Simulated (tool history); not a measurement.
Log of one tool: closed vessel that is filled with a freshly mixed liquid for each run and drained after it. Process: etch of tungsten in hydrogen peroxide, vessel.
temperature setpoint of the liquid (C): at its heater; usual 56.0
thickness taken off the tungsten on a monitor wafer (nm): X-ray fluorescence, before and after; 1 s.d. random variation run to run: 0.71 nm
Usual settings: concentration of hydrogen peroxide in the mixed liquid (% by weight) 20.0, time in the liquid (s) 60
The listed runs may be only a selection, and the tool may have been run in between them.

run,hour,temperature setpoint of the liquid (C),concentration of hydrogen peroxide in the mixed liquid (% by weight),time in the liquid (s),"read-back film thickness of the tungsten reference wafer, read on the same gauge (nm)",thickness taken off the tungsten on a monitor wafer (nm)
1,0.0,56.0,20.0,60,30.02,72.61
2,39.8,49.5,20.0,60,30.01,49.72
3,76.3,56.0,20.0,75,30.02,92.03
4,113.0,56.0,20.0,75,30.01,92.95
5,156.5,56.0,20.0,75,29.99,91.99
6,200.1,56.0,20.0,40,29.99,49.64
# hour 220.0: thermometer replaced
7,235.2,56.0,20.0,40,30.00,49.38
# hour 267.3: new drum of peroxide connected
8,273.4,56.0,20.0,40,30.00,48.57
# hour 280.2: gauge calibrated
9,298.0,56.0,20.0,60,30.00,75.20
10,367.0,56.0,20.0,75,29.99,92.48
11,430.9,49.5,20.0,60,30.01,50.02
# hour 485.6: peroxide flow meter replaced
12,500.2,63.0,21.5,35,30.01,65.52
13,540.7,56.0,14.5,60,30.01,62.49

What does the tool deliver on the next run?
14,610.8,49.5,24.0,75,?,?

{"run 14": {"read-back film thickness of the tungsten reference wafer, read on the same gauge (nm)": 29.99, "thickness taken off the tungsten on a monitor wafer (nm)": 67.73}}
Had the tool carried no hidden state, the very same run would have given thickness taken off the tungsten on a monitor wafer (nm) 67.73.
